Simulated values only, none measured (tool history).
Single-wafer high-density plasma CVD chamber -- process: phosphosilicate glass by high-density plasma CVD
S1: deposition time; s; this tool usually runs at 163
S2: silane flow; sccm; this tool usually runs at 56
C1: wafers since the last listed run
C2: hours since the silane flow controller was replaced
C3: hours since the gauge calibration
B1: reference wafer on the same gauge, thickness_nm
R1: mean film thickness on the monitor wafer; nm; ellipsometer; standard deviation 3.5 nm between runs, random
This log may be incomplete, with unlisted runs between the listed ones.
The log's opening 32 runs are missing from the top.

run,hour,S1,S2,C1,C2,C3,B1,R1
33,976.0,163,56,190,470.9,252.5,911.951,877.512
34,997.9,163,56,143,492.8,274.4,912.854,880.194
35,1012.1,151,64,93,507.0,288.6,911.335,929.792
36,1048.1,192,62,235,543.0,324.6,911.366,1136.805
37,1067.2,136,59,125,562.1,343.7,911.835,773.601
38,1085.0,163,56,116,579.9,361.5,912.318,879.940
39,1114.4,192,56,192,609.3,390.9,911.496,1038.757
40,1133.0,163,56,121,627.9,409.5,911.592,875.970

Run 41 has not been measured yet. What should we expect?
41,1151.2,163,56,119,646.1,427.7,?,?

Run 41 yielded B1 912.641, R1 878.472 nm.
Were there no unlogged condition in the tool, this run, its random variation unchanged, would have produced R1 875.002 nm.
